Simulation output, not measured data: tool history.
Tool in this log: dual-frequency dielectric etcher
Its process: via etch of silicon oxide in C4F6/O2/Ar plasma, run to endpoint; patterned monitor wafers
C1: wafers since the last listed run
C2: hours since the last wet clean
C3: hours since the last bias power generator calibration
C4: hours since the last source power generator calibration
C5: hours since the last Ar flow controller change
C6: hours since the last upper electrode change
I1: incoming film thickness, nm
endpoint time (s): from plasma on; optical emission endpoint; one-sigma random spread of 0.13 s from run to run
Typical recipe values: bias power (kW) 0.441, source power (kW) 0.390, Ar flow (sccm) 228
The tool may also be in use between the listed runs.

run 1 hour=0.0 | bias_power_(kW)=0.441 source_power_(kW)=0.390 Ar_flow_(sccm)=228 | C1=0 C2=571.8 C3=2809.8 C4=3874.3 C5=1714.5 C6=4227.3 | I1=128.5 | endpoint_time_(s)=32.0
run 2 hour=8.8 | bias_power_(kW)=0.441 source_power_(kW)=0.390 Ar_flow_(sccm)=228 | C1=109 C2=580.6 C3=2818.6 C4=3883.1 C5=1723.3 C6=4236.1 | I1=128.0 | endpoint_time_(s)=32.1
run 3 hour=19.4 | bias_power_(kW)=0.441 source_power_(kW)=0.430 Ar_flow_(sccm)=228 | C1=132 C2=591.2 C3=2829.2 C4=3893.7 C5=1733.9 C6=4246.7 | I1=126.5 | endpoint_time_(s)=30.5
-- hour=46.6 upper electrode replaced
run 4 hour=47.1 | bias_power_(kW)=0.441 source_power_(kW)=0.430 Ar_flow_(sccm)=228 | C1=46 C2=618.9 C3=2856.9 C4=3921.4 C5=1761.6 C6=0.5 | I1=127.0 | endpoint_time_(s)=30.6
run 5 hour=47.4 | bias_power_(kW)=0.441 source_power_(kW)=0.430 Ar_flow_(sccm)=228 | C1=3 C2=619.2 C3=2857.2 C4=3921.7 C5=1761.9 C6=0.8 | I1=128.2 | endpoint_time_(s)=31.0
run 6 hour=57.7 | bias_power_(kW)=0.441 source_power_(kW)=0.420 Ar_flow_(sccm)=244 | C1=128 C2=629.5 C3=2867.5 C4=3932.0 C5=1772.2 C6=11.1 | I1=127.6 | endpoint_time_(s)=31.6
-- hour=71.7 source power generator calibrated
-- hour=90.2 wet clean of the chamber
run 7 hour=90.7 | bias_power_(kW)=0.441 source_power_(kW)=0.420 Ar_flow_(sccm)=244 | C1=132 C2=0.5 C3=2900.5 C4=19.0 C5=1805.2 C6=44.1 | I1=126.7 | endpoint_time_(s)=31.1
run 8 hour=91.0 | bias_power_(kW)=0.441 source_power_(kW)=0.390 Ar_flow_(sccm)=228 | C1=3 C2=0.8 C3=2900.8 C4=19.3 C5=1805.5 C6=44.4 | I1=128.7 | endpoint_time_(s)=32.1
run 9 hour=94.1 | bias_power_(kW)=0.381 source_power_(kW)=0.390 Ar_flow_(sccm)=228 | C1=38 C2=3.9 C3=2903.9 C4=22.4 C5=1808.6 C6=47.5 | I1=126.8 | endpoint_time_(s)=32.7
run 10 hour=104.6 | bias_power_(kW)=0.381 source_power_(kW)=0.390 Ar_flow_(sccm)=228 | C1=131 C2=14.4 C3=2914.4 C4=32.9 C5=1819.1 C6=58.0 | I1=127.6 | endpoint_time_(s)=33.3
run 11 hour=120.4 | bias_power_(kW)=0.381 source_power_(kW)=0.390 Ar_flow_(sccm)=228 | C1=197 C2=30.2 C3=2930.2 C4=48.7 C5=1834.9 C6=73.8 | I1=127.5 | endpoint_time_(s)=33.3
-- hour=125.9 bias power generator calibrated
run 12 hour=135.3 | bias_power_(kW)=0.441 source_power_(kW)=0.390 Ar_flow_(sccm)=228 | C1=136 C2=45.1 C3=9.4 C4=63.6 C5=1849.8 C6=88.7 | I1=127.5 | endpoint_time_(s)=31.9
run 13 hour=143.1 | bias_power_(kW)=0.441 source_power_(kW)=0.390 Ar_flow_(sccm)=228 | C1=97 C2=52.9 C3=17.2 C4=71.4 C5=1857.6 C6=96.5 | I1=125.7 | endpoint_time_(s)=31.4
run 14 hour=158.6 | bias_power_(kW)=0.517 source_power_(kW)=0.390 Ar_flow_(sccm)=261 | C1=193 C2=68.4 C3=32.7 C4=86.9 C5=1873.1 C6=112.0 | I1=128.7 | endpoint_time_(s)=31.3
-- hour=165.6 Ar flow controller replaced
run 15 hour=168.0 | bias_power_(kW)=0.398 source_power_(kW)=0.390 Ar_flow_(sccm)=228 | C1=42 C2=77.8 C3=42.1 C4=96.3 C5=2.4 C6=121.4 | I1=127.9 | endpoint_time_(s)=32.8
run 16 hour=175.7 | bias_power_(kW)=0.441 source_power_(kW)=0.390 Ar_flow_(sccm)=228 | C1=96 C2=85.5 C3=49.8 C4=104.0 C5=10.1 C6=129.1 | I1=126.7 | endpoint_time_(s)=31.6
run 17 hour=184.1 | bias_power_(kW)=0.348 source_power_(kW)=0.460 Ar_flow_(sccm)=275 | C1=104 C2=93.9 C3=58.2 C4=112.4 C5=18.5 C6=137.5 | I1=127.6 | endpoint_time_(s)=32.7
run 18 hour=191.5 | bias_power_(kW)=0.441 source_power_(kW)=0.390 Ar_flow_(sccm)=228 | C1=92 C2=101.3 C3=65.6 C4=119.8 C5=25.9 C6=144.9 | I1=127.7 | endpoint_time_(s)=31.9
run 19 hour=205.0 | bias_power_(kW)=0.479 source_power_(kW)=0.320 Ar_flow_(sccm)=198 | C1=168 C2=114.8 C3=79.1 C4=133.3 C5=39.4 C6=158.4 | I1=128.2 | endpoint_time_(s)=32.8
run 20 hour=220.0 | bias_power_(kW)=0.514 source_power_(kW)=0.390 Ar_flow_(sccm)=228 | C1=187 C2=129.8 C3=94.1 C4=148.3 C5=54.4 C6=173.4 | I1=126.8 | endpoint_time_(s)=30.2
run 21 hour=233.3 | bias_power_(kW)=0.519 source_power_(kW)=0.360 Ar_flow_(sccm)=275 | C1=165 C2=143.1 C3=107.4 C4=161.6 C5=67.7 C6=186.7 | I1=127.9 | endpoint_time_(s)=31.9
run 22 hour=248.2 | bias_power_(kW)=0.441 source_power_(kW)=0.470 Ar_flow_(sccm)=228 | C1=185 C2=158.0 C3=122.3 C4=176.5 C5=82.6 C6=201.6 | I1=128.6 | endpoint_time_(s)=30.0
run 23 hour=257.1 | bias_power_(kW)=0.534 source_power_(kW)=0.390 Ar_flow_(sccm)=228 | C1=111 C2=166.9 C3=131.2 C4=185.4 C5=91.5 C6=210.5 | I1=127.3 | endpoint_time_(s)=30.1
run 24 hour=271.2 | bias_power_(kW)=0.381 source_power_(kW)=0.390 Ar_flow_(sccm)=228 | C1=175 C2=181.0 C3=145.3 C4=199.5 C5=105.6 C6=224.6 | I1=126.4 | endpoint_time_(s)=32.9
run 25 hour=278.0 | bias_power_(kW)=0.441 source_power_(kW)=0.360 Ar_flow_(sccm)=256 | C1=84 C2=187.8 C3=152.1 C4=206.3 C5=112.4 C6=231.4 | I1=128.7 | endpoint_time_(s)=33.2
run 26 hour=288.6 | bias_power_(kW)=0.404 source_power_(kW)=0.480 Ar_flow_(sccm)=191 | C1=132 C2=198.4 C3=162.7 C4=216.9 C5=123.0 C6=242.0 | I1=127.6 | endpoint_time_(s)=30.0
run 27 hour=305.0 | bias_power_(kW)=0.385 source_power_(kW)=0.390 Ar_flow_(sccm)=228 | C1=204 C2=214.8 C3=179.1 C4=233.3 C5=139.4 C6=258.4 | I1=127.1 | endpoint_time_(s)=33.2
run 28 hour=312.6 | bias_power_(kW)=0.339 source_power_(kW)=0.360 Ar_flow_(sccm)=282 | C1=94 C2=222.4 C3=186.7 C4=240.9 C5=147.0 C6=266.0 | I1=127.3 | endpoint_time_(s)=35.4
run 29 hour=333.5 | bias_power_(kW)=0.441 source_power_(kW)=0.390 Ar_flow_(sccm)=228 | C1=260 C2=243.3 C3=207.6 C4=261.8 C5=167.9 C6=286.9 | I1=127.9 | endpoint_time_(s)=32.1
run 30 hour=369.3 | bias_power_(kW)=0.469 source_power_(kW)=0.320 Ar_flow_(sccm)=188 | C1=446 C2=279.1 C3=243.4 C4=297.6 C5=203.7 C6=322.7 | I1=128.4 | endpoint_time_(s)=33.2

Forecast each of these 3 alternatives for the next run:
run A hour=369.7 | bias_power_(kW)=0.441 source_power_(kW)=0.390 Ar_flow_(sccm)=228 | C1=4 C2=279.5 C3=243.8 C4=298.0 C5=204.1 C6=323.1 | I1=128.0 | endpoint_time_(s)=?
run B hour=369.7 | bias_power_(kW)=0.379 source_power_(kW)=0.350 Ar_flow_(sccm)=244 | C1=4 C2=279.5 C3=243.8 C4=298.0 C5=204.1 C6=323.1 | I1=128.0 | endpoint_time_(s)=?
run C hour=369.7 | bias_power_(kW)=0.502 source_power_(kW)=0.390 Ar_flow_(sccm)=228 | C1=4 C2=279.5 C3=243.8 C4=298.0 C5=204.1 C6=323.1 | I1=128.0 | endpoint_time_(s)=?

run=A endpoint_time_(s)=32.1
run=B endpoint_time_(s)=34.7
run=C endpoint_time_(s)=31.0
With no hidden state in the tool, these same runs would have given:
run=A endpoint_time_(s)=32.1
run=B endpoint_time_(s)=34.7
run=C endpoint_time_(s)=31.0
